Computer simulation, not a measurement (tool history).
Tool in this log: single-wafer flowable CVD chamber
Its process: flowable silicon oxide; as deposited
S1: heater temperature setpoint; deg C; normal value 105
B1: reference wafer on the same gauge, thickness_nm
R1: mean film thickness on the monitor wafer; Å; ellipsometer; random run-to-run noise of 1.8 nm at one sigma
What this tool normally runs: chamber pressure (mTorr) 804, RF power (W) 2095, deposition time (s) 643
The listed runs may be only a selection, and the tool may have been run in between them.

run 1 hour=0 | S1=100 chamber_pressure_(mTorr)=804 RF_power_(W)=2095 deposition_time_(s)=643 | B1=365.704 | R1=3620.8
run 2 hour=55 | S1=100 chamber_pressure_(mTorr)=804 RF_power_(W)=2095 deposition_time_(s)=643 | B1=365.743 | R1=3620.56
run 3 hour=134.2 | S1=105 chamber_pressure_(mTorr)=804 RF_power_(W)=2095 deposition_time_(s)=643 | B1=365.993 | R1=3062.12
run 4 hour=185.5 | S1=105 chamber_pressure_(mTorr)=804 RF_power_(W)=2095 deposition_time_(s)=643 | B1=366.076 | R1=3090.17
run 5 hour=243.8 | S1=105 chamber_pressure_(mTorr)=804 RF_power_(W)=2215 deposition_time_(s)=733 | B1=366.065 | R1=3571.12
run 6 hour=296.6 | S1=105 chamber_pressure_(mTorr)=804 RF_power_(W)=2215 deposition_time_(s)=733 | B1=366.066 | R1=3554.8
run 7 hour=364.3 | S1=105 chamber_pressure_(mTorr)=804 RF_power_(W)=2095 deposition_time_(s)=643 | B1=365.356 | R1=3066.43
run 8 hour=453.8 | S1=105 chamber_pressure_(mTorr)=804 RF_power_(W)=2095 deposition_time_(s)=643 | B1=365.619 | R1=3074.48
run 9 hour=561.5 | S1=105 chamber_pressure_(mTorr)=804 RF_power_(W)=2095 deposition_time_(s)=643 | B1=365.981 | R1=3090.64
run 10 hour=654 | S1=105 chamber_pressure_(mTorr)=804 RF_power_(W)=2095 deposition_time_(s)=643 | B1=365.788 | R1=3081.83
-- hour=674.6 RF generator calibrated
run 11 hour=760.1 | S1=105 chamber_pressure_(mTorr)=804 RF_power_(W)=2095 deposition_time_(s)=643 | B1=366.357 | R1=3066.64
-- hour=933.3 gauge calibrated
-- hour=981.6 capacitance manometer re-zeroed and calibrated
run 12 hour=989.1 | S1=96 chamber_pressure_(mTorr)=804 RF_power_(W)=2095 deposition_time_(s)=643 | B1=365.77 | R1=4294.46
run 13 hour=1219.5 | S1=105 chamber_pressure_(mTorr)=804 RF_power_(W)=2355 deposition_time_(s)=643 | B1=366.116 | R1=3291.58
-- hour=1235.6 showerhead replaced
run 14 hour=1268 | S1=105 chamber_pressure_(mTorr)=804 RF_power_(W)=2095 deposition_time_(s)=643 | B1=366.079 | R1=3230.05
-- hour=1299.4 thermocouple changed; heater temperature recalibrated
run 15 hour=1326.1 | S1=105 chamber_pressure_(mTorr)=804 RF_power_(W)=1730 deposition_time_(s)=754 | B1=365.763 | R1=3602.61
run 16 hour=1400 | S1=112 chamber_pressure_(mTorr)=893 RF_power_(W)=1895 deposition_time_(s)=766 | B1=366.252 | R1=3354.83
run 17 hour=1489.1 | S1=99 chamber_pressure_(mTorr)=751 RF_power_(W)=1965 deposition_time_(s)=643 | B1=366.017 | R1=3565.24
run 18 hour=1573.3 | S1=112 chamber_pressure_(mTorr)=935 RF_power_(W)=1960 deposition_time_(s)=583 | B1=366.01 | R1=2655.64
run 19 hour=1632.8 | S1=101 chamber_pressure_(mTorr)=804 RF_power_(W)=2095 deposition_time_(s)=643 | B1=366.178 | R1=3604.13
run 20 hour=1722.1 | S1=105 chamber_pressure_(mTorr)=804 RF_power_(W)=2095 deposition_time_(s)=643 | B1=366.121 | R1=3143.18
run 21 hour=1768.4 | S1=105 chamber_pressure_(mTorr)=804 RF_power_(W)=2095 deposition_time_(s)=563 | B1=365.863 | R1=2775.21
run 22 hour=1822.8 | S1=95 chamber_pressure_(mTorr)=712 RF_power_(W)=1730 deposition_time_(s)=643 | B1=366.235 | R1=3738.24
run 23 hour=1915.3 | S1=105 chamber_pressure_(mTorr)=804 RF_power_(W)=2510 deposition_time_(s)=596 | B1=365.786 | R1=2996.17
run 24 hour=2075 | S1=105 chamber_pressure_(mTorr)=661 RF_power_(W)=1825 deposition_time_(s)=643 | B1=366.056 | R1=2525.88

Hidden state, per run?
wafer temperature above the value expected at the setpoint (K): 0 in every run
delivered RF power above the setpoint (%): 0 in every run
gauge reads high (%): 0 in every run
H1: true pressure above the setpoint (%)
run=1 H1=-3.72
run=2 H1=-3.78
run=3 H1=-3.86
run=4 H1=-3.9
run=5 H1=-3.95
run=6 H1=-4
run=7 H1=-4.05
run=8 H1=-4.11
run=9 H1=-4.18
run=10 H1=-4.23
run=11 H1=-4.29
run=12 H1=0.683
run=13 H1=-0.345
run=14 H1=-0.532
run=15 H1=-0.743
run=16 H1=-0.995
run=17 H1=-1.27
run=18 H1=-1.51
run=19 H1=-1.67
run=20 H1=-1.89
run=21 H1=-2
run=22 H1=-2.11
run=23 H1=-2.3
run=24 H1=-2.58

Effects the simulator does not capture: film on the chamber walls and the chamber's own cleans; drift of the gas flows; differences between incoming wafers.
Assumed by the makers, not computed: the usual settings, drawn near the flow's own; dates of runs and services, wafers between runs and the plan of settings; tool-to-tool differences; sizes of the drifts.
